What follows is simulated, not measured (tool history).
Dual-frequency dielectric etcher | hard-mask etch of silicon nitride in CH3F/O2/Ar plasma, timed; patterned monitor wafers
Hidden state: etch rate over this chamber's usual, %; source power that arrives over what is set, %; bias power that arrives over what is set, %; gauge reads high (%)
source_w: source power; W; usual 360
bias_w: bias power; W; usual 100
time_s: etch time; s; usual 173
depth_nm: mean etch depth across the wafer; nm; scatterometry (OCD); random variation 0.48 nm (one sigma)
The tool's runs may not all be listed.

run	hour	source_w	bias_w	time_s	wafers since the last listed run	hours since the last wet clean	hours since the last source power generator calibration	hours since the last bias power generator calibration	hours since the last upper electrode change	hours since the gauge calibration	read-back reference wafer on the same gauge, depth_nm	depth_nm
1	0	360	117	205	0	208.9	82.9	15.5	4408.7	11	144.9	158
2	55.2	360	100	173	502	264.1	138.1	70.7	4463.9	66.2	145.3	126.8
# hour 79.2: upper electrode replaced
3	94.4	360	100	173	138	303.3	177.3	109.9	15.2	105.4	145.2	126.5
4	145.1	360	100	173	461	354	228	160.6	65.9	156.1	144.8	126.5
5	186	360	100	173	372	394.9	268.9	201.5	106.8	197	145.1	126.7
6	252.7	360	100	173	607	461.6	335.6	268.2	173.5	263.7	144.8	126.3
# hour 331.5: wet clean of the chamber
7	332	390	83	208.5	503	0.5	414.9	347.5	252.8	343	144.9	145.9
8	356.8	440	107	173	225	25.3	439.7	372.3	277.6	367.8	144.9	136.4
9	425.5	360	84	173	625	94	508.4	441	346.3	436.5	144.8	118.2
10	614.1	290	107	197.5	1716	282.6	697	629.6	534.9	625.1	145	135.1
11	656.5	360	100	173	385	325	739.4	672	577.3	667.5	145.1	126.7
12	714.2	390	108	207	525	382.7	797.1	729.7	635	725.2	144.9	159.9
13	745.1	360	125	173	281	413.6	828	760.6	665.9	756.1	145.1	138
14	791.2	360	100	173	419	459.7	874.1	806.7	712	802.2	144.9	127.2
# hour 856: wet clean of the chamber
15	856.5	440	119	139.5	375	0.5	939.4	872	777.3	867.5	145.1	113.6
16	893.8	360	100	145	339	37.8	976.7	909.3	814.6	904.8	145.1	104.5
17	939.3	310	110	207	414	83.3	1022.2	954.8	860.1	950.3	144.8	145.7
18	987.1	360	100	173	435	131.1	1070	1002.6	907.9	998.1	145.1	124.7
19	1020.2	410	112	210.5	301	164.2	1103.1	1035.7	941	1031.2	144.8	165.9
20	1059.9	360	100	173	361	203.9	1142.8	1075.4	980.7	1070.9	144.6	125.7
21	1123.4	320	84	217.5	577	267.4	1206.3	1138.9	1044.2	1134.4	144.8	142
22	1183.7	430	114	173	548	327.7	1266.6	1199.2	1104.5	1194.7	145	140.2
23	1248.8	360	100	145.5	592	392.8	1331.7	1264.3	1169.6	1259.8	145	105.8
# hour 1299.2: wet clean of the chamber
24	1305.1	390	100	129.5	293	5.9	1388	1320.6	1225.9	1316.1	144.7	95.5
25	1375.1	360	106	173	637	75.9	1458	1390.6	1295.9	1386.1	145	126.7
26	1426.4	360	100	173	466	127.2	1509.3	1441.9	1347.2	1437.4	144.9	124.3
27	1455.4	290	88	145	263	156.2	1538.3	1470.9	1376.2	1466.4	144.9	92.5
28	1487.9	360	100	214.5	295	188.7	1570.8	1503.4	1408.7	1498.9	145.1	155.6
29	1531.3	400	92	131	394	232.1	1614.2	1546.8	1452.1	1542.3	144.9	95.2

The same runs without the tool's hidden state, with the same run-to-run variation:
run	depth_nm
1	155.7
2	124.5
3	123.9
4	123.7
5	123.6
6	122.8
7	145.8
8	136.1
9	117.5
10	132.9
11	124.4
12	156.4
13	134.8
14	123.9
15	114
16	104.6
17	145.5
18	124.2
19	165
20	124.8
21	140.4
22	138.2
23	103.9
24	95.5
25	126.3
26	123.5
27	91.8
28	154.1
29	94.1
